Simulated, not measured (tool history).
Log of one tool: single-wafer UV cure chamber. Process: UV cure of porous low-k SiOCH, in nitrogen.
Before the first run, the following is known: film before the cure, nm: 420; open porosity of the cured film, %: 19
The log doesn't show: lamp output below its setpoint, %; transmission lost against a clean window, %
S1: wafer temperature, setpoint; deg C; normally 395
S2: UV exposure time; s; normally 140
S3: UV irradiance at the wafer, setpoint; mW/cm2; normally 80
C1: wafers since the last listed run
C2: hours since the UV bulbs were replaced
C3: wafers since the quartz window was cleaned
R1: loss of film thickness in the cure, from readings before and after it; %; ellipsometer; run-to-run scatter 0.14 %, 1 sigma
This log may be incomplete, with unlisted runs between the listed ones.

run 1 hour=0.0 | S1=395 S2=140 S3=66 | C1=0 C2=895.7 C3=450 | R1=6.446
run 2 hour=48.5 | S1=395 S2=140 S3=80 | C1=321 C2=944.2 C3=771 | R1=7.050
run 3 hour=101.6 | S1=395 S2=140 S3=80 | C1=351 C2=997.3 C3=1123 | R1=6.973
run 4 hour=132.2 | S1=395 S2=140 S3=80 | C1=202 C2=1027.9 C3=1325 | R1=6.685
run 5 hour=194.8 | S1=395 S2=140 S3=80 | C1=414 C2=1090.5 C3=1740 | R1=6.615
run 6 hour=222.2 | S1=395 S2=140 S3=80 | C1=181 C2=1117.9 C3=1922 | R1=6.362
-- hour=248.5 quartz window cleaned
run 7 hour=251.3 | S1=395 S2=140 S3=80 | C1=139 C2=1147.0 C3=18 | R1=6.895
run 8 hour=319.5 | S1=395 S2=140 S3=80 | C1=451 C2=1215.2 C3=470 | R1=6.903
run 9 hour=351.1 | S1=395 S2=140 S3=80 | C1=209 C2=1246.8 C3=679 | R1=6.954
run 10 hour=376.5 | S1=395 S2=140 S3=80 | C1=168 C2=1272.2 C3=848 | R1=6.850
run 11 hour=415.7 | S1=387 S2=140 S3=80 | C1=259 C2=1311.4 C3=1107 | R1=6.509
run 12 hour=460.4 | S1=387 S2=140 S3=80 | C1=296 C2=1356.1 C3=1403 | R1=6.183
run 13 hour=520.7 | S1=385 S2=175 S3=80 | C1=399 C2=1416.4 C3=1803 | R1=6.828
-- hour=558.2 quartz window cleaned
run 14 hour=583.1 | S1=385 S2=175 S3=80 | C1=360 C2=1478.8 C3=164 | R1=7.450
run 15 hour=644.0 | S1=395 S2=195 S3=80 | C1=403 C2=1539.7 C3=568 | R1=7.860
-- hour=748.8 UV bulbs replaced
-- hour=804.6 quartz window cleaned
run 16 hour=843.5 | S1=395 S2=140 S3=80 | C1=1215 C2=94.7 C3=257 | R1=7.411
run 17 hour=896.6 | S1=401 S2=220 S3=55 | C1=351 C2=147.8 C3=609 | R1=7.966
run 18 hour=964.1 | S1=411 S2=105 S3=80 | C1=447 C2=215.3 C3=1056 | R1=6.339
run 19 hour=995.2 | S1=384 S2=140 S3=80 | C1=206 C2=246.4 C3=1262 | R1=7.056
run 20 hour=1026.8 | S1=395 S2=140 S3=80 | C1=209 C2=278.0 C3=1471 | R1=7.158
run 21 hour=1055.9 | S1=395 S2=140 S3=80 | C1=192 C2=307.1 C3=1664 | R1=6.934
-- hour=1092.5 quartz window cleaned
run 22 hour=1119.8 | S1=395 S2=140 S3=80 | C1=370 C2=371.0 C3=180 | R1=7.555
run 23 hour=1190.3 | S1=395 S2=140 S3=80 | C1=466 C2=441.5 C3=647 | R1=7.218
run 24 hour=1255.6 | S1=380 S2=105 S3=109 | C1=432 C2=506.8 C3=1080 | R1=6.762
run 25 hour=1280.6 | S1=408 S2=140 S3=66 | C1=165 C2=531.8 C3=1245 | R1=6.572
run 26 hour=1335.6 | S1=395 S2=200 S3=112 | C1=364 C2=586.8 C3=1610 | R1=9.599
-- hour=1360.4 quartz window cleaned
run 27 hour=1370.1 | S1=395 S2=140 S3=80 | C1=175 C2=621.3 C3=63 | R1=7.304
run 28 hour=1437.0 | S1=375 S2=140 S3=80 | C1=443 C2=688.2 C3=507 | R1=7.179

Predict each of these 3 candidate next runs independently; none follows another, all start after run 28:
run A hour=1437.5 | S1=395 S2=140 S3=80 | C1=3 C2=688.7 C3=510 | R1=?
run B hour=1437.5 | S1=405 S2=170 S3=119 | C1=3 C2=688.7 C3=510 | R1=?
run C hour=1437.5 | S1=381 S2=140 S3=52 | C1=3 C2=688.7 C3=510 | R1=?

run=A R1=7.218
run=B R1=9.765
run=C R1=5.419
Take away the tool's hidden state, keep each run's random variation, and the runs would have read:
run=A R1=7.688
run=B R1=10.274
run=C R1=5.845

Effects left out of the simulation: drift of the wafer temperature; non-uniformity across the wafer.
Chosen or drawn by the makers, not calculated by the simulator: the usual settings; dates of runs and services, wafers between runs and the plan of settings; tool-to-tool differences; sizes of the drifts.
